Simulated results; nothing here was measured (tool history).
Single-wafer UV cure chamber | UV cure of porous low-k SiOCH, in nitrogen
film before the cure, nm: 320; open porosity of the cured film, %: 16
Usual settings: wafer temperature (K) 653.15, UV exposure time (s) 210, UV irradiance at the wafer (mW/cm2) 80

run,day,wafer temperature (K),UV exposure time (s),UV irradiance at the wafer (mW/cm2),loss of film thickness in the cure (%)
1,0,653.15,140,80,6.983
2,0.7,653.15,210,80,8.722
3,1.121,653.15,210,80,8.617
4,1.575,653.15,210,99,9.495
5,1.838,653.15,210,99,9.634
6,2.108,653.15,210,99,9.711
7,2.55,659.15,210,80,8.712
8,4.75,659.15,210,80,8.591
9,5.371,653.15,210,80,8.677
10,5.9,653.15,210,63,7.446
11,6.262,653.15,210,59,7.307
12,6.633,653.15,210,59,7.244
13,7.325,653.15,210,59,7.295
14,7.704,653.15,210,80,8.511
15,8.429,653.15,280,80,9.63
16,8.929,653.15,165,80,7.461
# day 10.067: UV bulbs replaced
17,10.088,658.15,110,80,7.089
18,10.675,653.15,155,80,8.291
19,12.125,653.15,155,80,8.271
20,12.379,653.15,210,80,9.472
# day 12.758: quartz window cleaned
21,12.779,653.15,125,99,8.291
22,13.333,658.15,315,47,8.952
23,13.921,653.15,295,80,11.065
24,14.483,653.15,210,80,9.556
25,15.1,667.15,290,108,12.649
26,15.612,653.15,210,99,10.439
27,15.871,653.15,165,80,8.516
28,16.133,653.15,210,80,9.403
29,16.617,653.15,210,80,9.424
30,17.171,653.15,210,80,9.465
31,17.571,636.15,95,69,5.375
32,18.092,666.15,210,65,8.712
33,18.475,662.15,210,63,8.527
34,18.921,653.15,310,80,11.113
35,19.275,653.15,210,80,9.442
36,19.6,672.15,290,64,10.054
37,19.879,653.15,110,80,6.722
38,20.446,653.15,210,80,9.396
39,20.717,639.15,310,113,12.342
40,21.438,653.15,210,114,10.889
41,21.725,660.15,210,65,8.502

3 ways to go on from here, each from the tool as it stands after run 41. What would each give?
A,21.746,653.15,275,80,?
B,21.746,638.15,210,98,?
C,21.746,641.15,175,105,?

run,loss of film thickness in the cure (%)
A,10.524
B,9.95
C,9.512
Without the tool's hidden state the same runs would have given:
run,loss of film thickness in the cure (%)
A,10.893
B,10.314
C,9.87
